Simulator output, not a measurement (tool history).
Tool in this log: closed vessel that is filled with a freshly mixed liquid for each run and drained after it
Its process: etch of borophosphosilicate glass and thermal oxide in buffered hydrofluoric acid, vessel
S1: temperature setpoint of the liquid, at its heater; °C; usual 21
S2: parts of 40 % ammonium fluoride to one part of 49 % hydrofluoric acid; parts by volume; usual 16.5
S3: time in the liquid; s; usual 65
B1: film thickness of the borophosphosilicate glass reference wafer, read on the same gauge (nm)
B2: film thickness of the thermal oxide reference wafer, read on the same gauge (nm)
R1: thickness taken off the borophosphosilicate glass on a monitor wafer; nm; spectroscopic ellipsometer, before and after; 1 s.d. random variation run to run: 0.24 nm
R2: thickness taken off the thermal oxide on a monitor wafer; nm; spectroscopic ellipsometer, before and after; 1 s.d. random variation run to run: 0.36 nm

run 1 hour=0 | S1=21 S2=16.5 S3=65 | B1=80.03 B2=129.99 | R1=61.14 R2=44.93
-- hour=86.5 hydrofluoric acid flow meter replaced
run 2 hour=179.3 | S1=21 S2=16.5 S3=65 | B1=79.97 B2=130.01 | R1=60.22 R2=44.07
run 3 hour=232.8 | S1=18.5 S2=16.5 S3=35 | B1=80.01 B2=130 | R1=28.14 R2=20.3
-- hour=308.4 thermometer replaced
-- hour=315.5 gauge calibrated
run 4 hour=361.5 | S1=18.5 S2=16.5 S3=35 | B1=79.97 B2=129.95 | R1=27.74 R2=20.24
run 5 hour=405.6 | S1=21 S2=16.5 S3=65 | B1=80.01 B2=130.01 | R1=59.14 R2=42.96
run 6 hour=443.7 | S1=19 S2=16.5 S3=65 | B1=80.03 B2=129.99 | R1=53.26 R2=38.72
run 7 hour=510.5 | S1=21 S2=16.5 S3=65 | B1=80 B2=129.98 | R1=60.03 R2=44.26
run 8 hour=563.3 | S1=24.5 S2=16.5 S3=65 | B1=79.98 B2=129.98 | R1=71.76 R2=53.01
-- hour=601.6 hydrofluoric acid flow meter replaced
run 9 hour=612.8 | S1=21 S2=12 S3=65 | B1=80 B2=130 | R1=79.74 R2=57.39
run 10 hour=653 | S1=21 S2=12.5 S3=30 | B1=80 B2=130.06 | R1=35.7 R2=26.33
run 11 hour=698.9 | S1=21 S2=16.5 S3=65 | B1=80.02 B2=129.99 | R1=59.16 R2=42.24
run 12 hour=734.4 | S1=21 S2=16.5 S3=65 | B1=79.97 B2=130.02 | R1=58.8 R2=43.61
run 13 hour=775.8 | S1=21 S2=11 S3=50 | B1=79.99 B2=129.98 | R1=68.18 R2=49.13
run 14 hour=843.5 | S1=21 S2=16.5 S3=65 | B1=80.02 B2=129.98 | R1=59.17 R2=43.43
run 15 hour=891.1 | S1=17 S2=19 S3=95 | B1=80.01 B2=130.01 | R1=60.3 R2=43.97
run 16 hour=917.6 | S1=22.5 S2=22 S3=35 | B1=80.03 B2=130.02 | R1=26.65 R2=19.74
run 17 hour=966.5 | S1=17 S2=16.5 S3=65 | B1=80 B2=129.98 | R1=48.05 R2=35.26
run 18 hour=993.1 | S1=21 S2=16.5 S3=65 | B1=80.02 B2=129.96 | R1=60.39 R2=43.59
run 19 hour=1050.7 | S1=21 S2=16.5 S3=85 | B1=80.01 B2=130 | R1=79.26 R2=57.72
run 20 hour=1109.7 | S1=21 S2=16.5 S3=45 | B1=80 B2=129.98 | R1=41.99 R2=30.64
run 21 hour=1152.7 | S1=21 S2=16.5 S3=35 | B1=79.98 B2=130.03 | R1=32.81 R2=23.59
run 22 hour=1209.3 | S1=23 S2=18.5 S3=50 | B1=79.96 B2=130 | R1=46.94 R2=33.8

Forecast run 23:
-- hour=1211.4 hydrofluoric acid flow meter replaced
run 23 hour=1274.3 | S1=18 S2=11.5 S3=65 | B1=? B2=? | R1=? R2=?

Run 23 yielded B1 79.96, B2 129.97, R1 71.43 nm, R2 52.4 nm.
Minus the tool's unlogged condition, the same run would have read R1 69.27 nm, R2 50.8 nm.
